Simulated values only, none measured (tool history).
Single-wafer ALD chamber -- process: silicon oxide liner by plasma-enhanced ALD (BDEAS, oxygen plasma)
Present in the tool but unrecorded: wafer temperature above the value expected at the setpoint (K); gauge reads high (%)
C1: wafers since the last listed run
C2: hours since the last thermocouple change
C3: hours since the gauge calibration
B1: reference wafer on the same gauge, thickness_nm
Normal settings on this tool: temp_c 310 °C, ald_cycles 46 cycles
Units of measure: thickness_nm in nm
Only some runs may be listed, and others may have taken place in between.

{"run": 1, "hour": 0.0, "temp_c": 310, "ald_cycles": 41, "C1": 0, "C2": 1329.1, "C3": 816.9, "B1": 4.251, "thickness_nm": 3.369}
{"run": 2, "hour": 49.9, "temp_c": 310, "ald_cycles": 41, "C1": 455, "C2": 1379.0, "C3": 866.8, "B1": 4.245, "thickness_nm": 3.36}
{"run": 3, "hour": 86.6, "temp_c": 314, "ald_cycles": 46, "C1": 335, "C2": 1415.7, "C3": 903.5, "B1": 4.255, "thickness_nm": 3.781}
{"run": 4, "hour": 154.9, "temp_c": 314, "ald_cycles": 46, "C1": 624, "C2": 1484.0, "C3": 971.8, "B1": 4.25, "thickness_nm": 3.756}
{"run": 5, "hour": 182.9, "temp_c": 310, "ald_cycles": 46, "C1": 255, "C2": 1512.0, "C3": 999.8, "B1": 4.248, "thickness_nm": 3.78}
{"run": 6, "hour": 210.0, "temp_c": 310, "ald_cycles": 46, "C1": 247, "C2": 1539.1, "C3": 1026.9, "B1": 4.251, "thickness_nm": 3.776}
{"run": 7, "hour": 275.8, "temp_c": 310, "ald_cycles": 46, "C1": 601, "C2": 1604.9, "C3": 1092.7, "B1": 4.248, "thickness_nm": 3.764}
{"run": 8, "hour": 337.1, "temp_c": 310, "ald_cycles": 46, "C1": 560, "C2": 1666.2, "C3": 1154.0, "B1": 4.246, "thickness_nm": 3.771}
{"run": 9, "hour": 400.1, "temp_c": 310, "ald_cycles": 46, "C1": 575, "C2": 1729.2, "C3": 1217.0, "B1": 4.247, "thickness_nm": 3.79}
{"run": 10, "hour": 460.5, "temp_c": 310, "ald_cycles": 46, "C1": 551, "C2": 1789.6, "C3": 1277.4, "B1": 4.248, "thickness_nm": 3.785}
{"run": 11, "hour": 503.3, "temp_c": 310, "ald_cycles": 49, "C1": 391, "C2": 1832.4, "C3": 1320.2, "B1": 4.249, "thickness_nm": 4.044}
{"run": 12, "hour": 538.7, "temp_c": 310, "ald_cycles": 49, "C1": 323, "C2": 1867.8, "C3": 1355.6, "B1": 4.251, "thickness_nm": 4.036}
{"run": 13, "hour": 600.0, "temp_c": 310, "ald_cycles": 49, "C1": 560, "C2": 1929.1, "C3": 1416.9, "B1": 4.249, "thickness_nm": 4.034}
{"run": 14, "hour": 656.0, "temp_c": 310, "ald_cycles": 46, "C1": 511, "C2": 1985.1, "C3": 1472.9, "B1": 4.247, "thickness_nm": 3.777}
{"run": 15, "hour": 699.7, "temp_c": 310, "ald_cycles": 46, "C1": 399, "C2": 2028.8, "C3": 1516.6, "B1": 4.253, "thickness_nm": 3.789}
{"run": 16, "hour": 752.5, "temp_c": 310, "ald_cycles": 53, "C1": 482, "C2": 2081.6, "C3": 1569.4, "B1": 4.252, "thickness_nm": 4.35}
{"run": 17, "hour": 823.7, "temp_c": 310, "ald_cycles": 53, "C1": 650, "C2": 2152.8, "C3": 1640.6, "B1": 4.252, "thickness_nm": 4.36}
{"run": 18, "hour": 852.3, "temp_c": 310, "ald_cycles": 53, "C1": 261, "C2": 2181.4, "C3": 1669.2, "B1": 4.249, "thickness_nm": 4.364}
{"run": 19, "hour": 896.4, "temp_c": 322, "ald_cycles": 52, "C1": 402, "C2": 2225.5, "C3": 1713.3, "B1": 4.248, "thickness_nm": 4.214}
{"hour": 901.1, "done": "gauge calibrated"}
{"run": 20, "hour": 926.0, "temp_c": 315, "ald_cycles": 53, "C1": 270, "C2": 2255.1, "C3": 24.9, "B1": 4.247, "thickness_nm": 4.322}
{"run": 21, "hour": 958.1, "temp_c": 323, "ald_cycles": 46, "C1": 293, "C2": 2287.2, "C3": 57.0, "B1": 4.25, "thickness_nm": 3.722}
{"run": 22, "hour": 989.5, "temp_c": 306, "ald_cycles": 49, "C1": 286, "C2": 2318.6, "C3": 88.4, "B1": 4.249, "thickness_nm": 4.066}
{"run": 23, "hour": 1096.4, "temp_c": 300, "ald_cycles": 51, "C1": 976, "C2": 2425.5, "C3": 195.3, "B1": 4.252, "thickness_nm": 4.269}
{"run": 24, "hour": 1150.5, "temp_c": 321, "ald_cycles": 46, "C1": 494, "C2": 2479.6, "C3": 249.4, "B1": 4.246, "thickness_nm": 3.739}
{"hour": 1165.7, "done": "thermocouple changed; heater temperature recalibrated"}
{"run": 25, "hour": 1218.6, "temp_c": 325, "ald_cycles": 46, "C1": 549, "C2": 52.9, "C3": 317.5, "B1": 4.253, "thickness_nm": 3.702}
{"run": 26, "hour": 1256.7, "temp_c": 325, "ald_cycles": 46, "C1": 348, "C2": 91.0, "C3": 355.6, "B1": 4.252, "thickness_nm": 3.71}
{"run": 27, "hour": 1315.2, "temp_c": 295, "ald_cycles": 52, "C1": 534, "C2": 149.5, "C3": 414.1, "B1": 4.249, "thickness_nm": 4.417}
{"run": 28, "hour": 1358.7, "temp_c": 315, "ald_cycles": 54, "C1": 397, "C2": 193.0, "C3": 457.6, "B1": 4.248, "thickness_nm": 4.41}
{"run": 29, "hour": 1417.8, "temp_c": 310, "ald_cycles": 46, "C1": 539, "C2": 252.1, "C3": 516.7, "B1": 4.252, "thickness_nm": 3.792}
{"run": 30, "hour": 1611.9, "temp_c": 306, "ald_cycles": 46, "C1": 1773, "C2": 446.2, "C3": 710.8, "B1": 4.245, "thickness_nm": 3.816}
{"run": 31, "hour": 1669.2, "temp_c": 306, "ald_cycles": 46, "C1": 523, "C2": 503.5, "C3": 768.1, "B1": 4.249, "thickness_nm": 3.796}
{"run": 32, "hour": 1712.9, "temp_c": 324, "ald_cycles": 49, "C1": 399, "C2": 547.2, "C3": 811.8, "B1": 4.252, "thickness_nm": 3.966}
{"run": 33, "hour": 1770.7, "temp_c": 310, "ald_cycles": 46, "C1": 528, "C2": 605.0, "C3": 869.6, "B1": 4.248, "thickness_nm": 3.81}
{"run": 34, "hour": 1832.2, "temp_c": 310, "ald_cycles": 50, "C1": 561, "C2": 666.5, "C3": 931.1, "B1": 4.254, "thickness_nm": 4.123}
{"run": 35, "hour": 1876.5, "temp_c": 320, "ald_cycles": 39, "C1": 404, "C2": 710.8, "C3": 975.4, "B1": 4.254, "thickness_nm": 3.16}
{"run": 36, "hour": 1919.8, "temp_c": 306, "ald_cycles": 55, "C1": 395, "C2": 754.1, "C3": 1018.7, "B1": 4.249, "thickness_nm": 4.544}

Across each entry between runs, compare the hidden state at the last listed run before it with the hidden state at the first listed run after it:
Between runs 19 and 20: gauge calibrated (hour 901.1)
  both runs share identical hidden conditions
Between runs 24 and 25: thermocouple changed; heater temperature recalibrated (hour 1165.7)
  both runs share identical hidden conditions

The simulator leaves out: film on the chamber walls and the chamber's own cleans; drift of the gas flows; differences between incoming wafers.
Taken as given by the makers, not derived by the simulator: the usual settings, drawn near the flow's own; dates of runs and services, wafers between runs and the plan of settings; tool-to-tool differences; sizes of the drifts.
